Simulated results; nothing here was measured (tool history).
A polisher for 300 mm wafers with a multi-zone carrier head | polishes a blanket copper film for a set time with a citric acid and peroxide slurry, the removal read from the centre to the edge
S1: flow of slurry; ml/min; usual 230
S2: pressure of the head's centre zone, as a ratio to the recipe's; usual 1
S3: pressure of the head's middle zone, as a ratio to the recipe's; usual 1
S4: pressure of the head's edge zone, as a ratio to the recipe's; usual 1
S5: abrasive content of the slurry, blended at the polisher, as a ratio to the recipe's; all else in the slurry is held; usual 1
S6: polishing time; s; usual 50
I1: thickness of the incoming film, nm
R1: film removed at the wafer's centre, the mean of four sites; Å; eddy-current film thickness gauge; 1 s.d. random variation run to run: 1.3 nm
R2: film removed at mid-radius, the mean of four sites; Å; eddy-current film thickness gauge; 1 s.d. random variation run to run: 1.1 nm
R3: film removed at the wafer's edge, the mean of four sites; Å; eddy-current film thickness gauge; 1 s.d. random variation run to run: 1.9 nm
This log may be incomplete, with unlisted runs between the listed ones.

run	hour	S1	S2	S3	S4	S5	S6	I1	R1	R2	R3
1	0	230	1	1	1	1	50	1043.5	1314	1360	1380
2	12.4	230	1	1	1	1	50	1058.5	1355	1337	1346
# hour 33.1: worn pad replaced by a new one
3	56.7	230	1	1	1	1	50	1041.4	1319	1374	1372
4	87.4	230	1	1	1	1	57	1052.1	1514	1529	1557
# hour 107.8: worn pad replaced by a new one
5	121.4	230	1	1	1	1	57	1042	1517	1550	1548
# hour 138.3: edge zone pressure recalibrated
6	147.1	230	1	1	1	1	57	1054.8	1525	1574	1597
7	160.3	230	1	1	1	1	50	1049.8	1332	1357	1393
# hour 177.9: worn pad replaced by a new one
# hour 185.8: carrier head's membrane replaced by a new one
8	186.3	230	1	1	1	1	50	1037.5	1344	1338	1376
# hour 200: slurry nozzle cleaned
9	213.6	230	1	1	1	1	50	1052.4	1341	1349	1337
10	239.8	230	1.08	1	1	1	50	1061.2	1425	1345	1393
# hour 242.3: centre zone pressure recalibrated
# hour 246.3: worn pad replaced by a new one
11	255.5	230	1.11	1	0.92	1	50	1074.3	1494	1361	1302
12	275.5	230	1	1	1	1.25	66	1081.6	1857	1881	1923
13	301.1	230	1	1	1	1	44	1051.7	1184	1193	1229
# hour 314.9: worn pad replaced by a new one
14	317.5	230	0.9	1	1	1	50	1081.1	1206	1352	1365
15	330.6	230	0.94	1.09	1.07	0.85	50	1059.9	1215	1407	1368
16	346.9	230	1	1	1	1	50	1039	1343	1360	1359
17	365	305	1.06	1.06	1	1.1	50	1073.8	1506	1488	1414

Hidden state, per run?
removal rate lost through wear of the pad, %: 0 on each run
slurry flow missing at the pad, %: 0 on each run
deviation of the centre zone's pressure from its setpoint, %: 0 on each run
deviation of the edge zone's pressure from its setpoint, %: 0 on each run
